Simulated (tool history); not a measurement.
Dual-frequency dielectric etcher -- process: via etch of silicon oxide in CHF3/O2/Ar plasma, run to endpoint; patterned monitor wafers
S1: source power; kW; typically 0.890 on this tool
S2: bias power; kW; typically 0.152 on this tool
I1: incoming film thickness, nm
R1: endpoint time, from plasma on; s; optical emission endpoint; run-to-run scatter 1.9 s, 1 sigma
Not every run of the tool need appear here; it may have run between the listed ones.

Run 1, hour 0.0: usual settings; I1 507.4. Result: R1 250.4 s.
Run 2, hour 66.6: usual settings; I1 503.4. Result: R1 253.9 s.
Run 3, hour 125.0: usual settings; I1 500.5. Result: R1 248.8 s.
Run 4, hour 170.4: usual settings but S2 0.135 kW; I1 504.8. Result: R1 268.7 s.
Run 5, hour 217.3: usual settings but S2 0.135 kW; I1 501.4. Result: R1 272.3 s.
Run 6, hour 301.2: usual settings but S2 0.135 kW; I1 500.9. Result: R1 272.1 s.
Run 7, hour 342.3: usual settings; I1 500.5. Result: R1 259.1 s.
At hour 388.3: wet clean of the chamber.
Run 8, hour 408.2: usual settings; I1 502.6. Result: R1 248.5 s.
Run 9, hour 479.0: usual settings; I1 502.3. Result: R1 247.5 s.
At hour 696.3: upper electrode replaced, of another model than before.
Run 10, hour 698.3: usual settings but S1 1.000 kW; I1 503.9. Result: R1 246.2 s.
At hour 785.2: wet clean of the chamber.
Run 11, hour 785.7: usual settings but S1 0.940 kW; I1 515.4. Result: R1 247.0 s.
Run 12, hour 825.8: usual settings but S1 0.940 kW; I1 507.5. Result: R1 244.2 s.
Run 13, hour 894.1: usual settings but S2 0.174 kW; I1 501.9. Result: R1 220.8 s.
At hour 939.7: source power generator calibrated.
Run 14, hour 949.5: usual settings; I1 506.6. Result: R1 255.6 s.
Run 15, hour 1002.8: usual settings but S1 1.080 kW, S2 0.176 kW; I1 504.8. Result: R1 209.8 s.
Run 16, hour 1068.3: usual settings but S1 0.790 kW, S2 0.165 kW; I1 504.3. Result: R1 248.6 s.
Run 17, hour 1151.7: usual settings; I1 504.7. Result: R1 256.1 s.
At hour 1254.8: wet clean of the chamber.
Run 18, hour 1255.3: usual settings but S1 0.810 kW, S2 0.132 kW; I1 504.1. Result: R1 297.9 s.
Run 19, hour 1294.9: usual settings but S1 1.050 kW, S2 0.115 kW; I1 507.8. Result: R1 322.4 s.
At hour 1500.2: bias power generator calibrated.
Run 20, hour 1516.0: usual settings; I1 507.9. Result: R1 256.7 s.
Run 21, hour 1590.1: usual settings but S1 1.070 kW, S2 0.183 kW; I1 504.7. Result: R1 208.2 s.
At hour 1651.3: wet clean of the chamber.
Run 22, hour 1660.3: usual settings but S1 0.760 kW, S2 0.178 kW; I1 499.8. Result: R1 231.1 s.
Run 23, hour 1745.1: usual settings but S1 0.770 kW, S2 0.140 kW; I1 502.6. Result: R1 282.6 s.
Run 24, hour 1781.3: usual settings but S1 1.040 kW, S2 0.187 kW; I1 502.4. Result: R1 200.1 s.
Run 25, hour 1882.2: usual settings but S2 0.122 kW; I1 506.4. Result: R1 325.3 s.
Run 26, hour 1927.3: usual settings but S2 0.142 kW; I1 505.8. Result: R1 269.4 s.

Selected run-to-run steps in R1, each split into two signed amounts: the part the tool would show with no hidden state at all (from settings, incoming material and random variation), and the remainder, which goes to the hidden state together with any gauge scatter not common to the measured and the hidden-state-free results:
Hidden state at play: etch rate over this chamber's usual, %; source power that arrives over what is set, %; bias power that arrives over what is set, %.
Run 7 -> 8: wet clean of the chamber. R1 -10.6 s: hidden state -11.0, all else +0.4.
Run 17 -> 18: S1 0.890 -> 0.810, S2 0.152 -> 0.132, wet clean of the chamber. R1 +41.8 s: hidden state -11.6, all else +53.4.
Run 23 -> 24: S1 0.770 -> 1.040, S2 0.140 -> 0.187. R1 -82.5 s: hidden state +0.0, all else -82.5.
Run 24 -> 25: S1 1.040 -> 0.890, S2 0.187 -> 0.122. R1 +125.2 s: hidden state +5.6, all else +119.6.

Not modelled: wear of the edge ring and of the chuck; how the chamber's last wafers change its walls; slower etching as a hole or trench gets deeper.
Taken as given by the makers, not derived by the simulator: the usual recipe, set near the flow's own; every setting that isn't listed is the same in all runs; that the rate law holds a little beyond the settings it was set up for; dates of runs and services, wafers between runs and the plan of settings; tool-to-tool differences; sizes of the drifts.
